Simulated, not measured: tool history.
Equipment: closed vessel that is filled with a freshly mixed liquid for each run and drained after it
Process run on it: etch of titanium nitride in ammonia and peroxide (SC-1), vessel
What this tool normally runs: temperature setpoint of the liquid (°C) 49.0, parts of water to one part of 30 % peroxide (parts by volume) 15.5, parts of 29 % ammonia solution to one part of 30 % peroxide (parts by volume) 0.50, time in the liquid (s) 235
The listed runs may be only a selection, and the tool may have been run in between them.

run	hour	temperature setpoint of the liquid (°C)	parts of water to one part of 30 % peroxide (parts by volume)	parts of 29 % ammonia solution to one part of 30 % peroxide (parts by volume)	time in the liquid (s)	wafers since the last listed run	hours since the thermometer was replaced	hours since the ammonia flow meter was replaced	hours since the drum of ammonia solution was connected	hours since the gauge calibration	read-back film thickness of the titanium nitride reference wafer, read on the same gauge (nm)	thickness taken off the titanium nitride on a monitor wafer (Å)
1	0.0	49.0	15.5	0.60	235	0	1042.8	1320.2	480.4	1009.6	150.00	122.2
2	24.0	49.0	15.5	0.50	235	2840	1066.8	1344.2	504.4	1033.6	150.01	119.1
3	43.5	49.0	15.5	0.50	235	2308	1086.3	1363.7	523.9	1053.1	150.01	118.3
# hour 54.4: thermometer replaced
4	67.5	49.0	15.5	0.50	235	2722	13.1	1387.7	547.9	1077.1	150.03	119.2
5	94.6	49.0	15.5	0.50	235	3207	40.2	1414.8	575.0	1104.2	150.01	117.4
6	128.5	49.0	15.5	0.65	350	4012	74.1	1448.7	608.9	1138.1	150.00	184.1
7	157.7	49.0	18.5	0.50	235	3456	103.3	1477.9	638.1	1167.3	150.00	106.9
8	181.3	49.0	15.5	0.50	235	2793	126.9	1501.5	661.7	1190.9	150.00	118.1
# hour 190.9: ammonia flow meter replaced
# hour 192.8: gauge calibrated
9	193.9	55.0	15.5	0.50	235	1373	139.5	3.0	674.3	1.1	149.99	177.6
10	254.9	49.0	15.5	0.50	235	7220	200.5	64.0	735.3	62.1	149.99	117.0
11	280.9	49.0	15.5	0.65	235	3077	226.5	90.0	761.3	88.1	150.01	124.1
12	293.1	49.0	13.5	0.35	145	1444	238.7	102.2	773.5	100.3	149.99	73.2
13	327.0	49.0	15.5	0.50	235	4012	272.6	136.1	807.4	134.2	150.00	116.4
14	354.6	40.0	15.5	0.55	340	3267	300.2	163.7	835.0	161.8	149.98	89.6
# hour 383.9: new drum of ammonia solution connected
15	384.4	54.0	15.5	0.35	375	3409	330.0	193.5	0.5	191.6	150.02	247.9
# hour 386.8: ammonia flow meter replaced, repeated, since the last time left the tool worse
16	400.2	49.0	22.5	0.40	130	1751	345.8	13.4	16.3	207.4	150.00	52.0
17	420.4	46.0	21.5	0.50	235	2391	366.0	33.6	36.5	227.6	149.98	81.2
18	497.7	49.0	15.5	0.50	290	9150	443.3	110.9	113.8	304.9	149.99	148.3
19	525.2	44.0	15.5	0.50	235	3255	470.8	138.4	141.3	332.4	150.00	84.7
20	555.3	49.0	15.5	0.50	235	3563	500.9	168.5	171.4	362.5	149.99	119.6
21	571.6	57.0	20.0	0.55	235	1929	517.2	184.8	187.7	378.8	150.01	184.1
22	607.0	39.5	15.5	0.25	345	4190	552.6	220.2	223.1	414.2	150.01	77.5
23	629.9	49.0	15.5	0.50	235	2710	575.5	243.1	246.0	437.1	150.00	121.1
24	653.9	49.0	15.5	0.50	235	2840	599.5	267.1	270.0	461.1	150.00	120.4
25	668.1	49.0	17.5	0.50	235	1680	613.7	281.3	284.2	475.3	149.99	112.5
26	686.3	49.0	15.5	0.50	235	2154	631.9	299.5	302.4	493.5	149.99	121.4
27	709.7	46.0	18.0	0.65	270	2769	655.3	322.9	325.8	516.9	150.01	107.3
28	736.3	49.0	15.5	0.50	235	3148	681.9	349.5	352.4	543.5	150.02	119.5

3 options for the next run, each taken on its own from the tool as it stands now. Forecast them:
A	737.0	49.0	15.5	0.50	100	82	682.6	350.2	353.1	544.2	?	?
B	737.0	49.0	22.5	0.60	235	82	682.6	350.2	353.1	544.2	?	?
C	737.0	52.5	15.5	0.50	235	82	682.6	350.2	353.1	544.2	?	?

run	read-back film thickness of the titanium nitride reference wafer, read on the same gauge (nm)	thickness taken off the titanium nitride on a monitor wafer (Å)
A	149.98	50.5
B	149.98	99.8
C	149.98	151.2
Stripped of hidden state, with their random variation kept, the same runs would have yielded:
run	thickness taken off the titanium nitride on a monitor wafer (Å)
A	50.7
B	100.3
C	152.0

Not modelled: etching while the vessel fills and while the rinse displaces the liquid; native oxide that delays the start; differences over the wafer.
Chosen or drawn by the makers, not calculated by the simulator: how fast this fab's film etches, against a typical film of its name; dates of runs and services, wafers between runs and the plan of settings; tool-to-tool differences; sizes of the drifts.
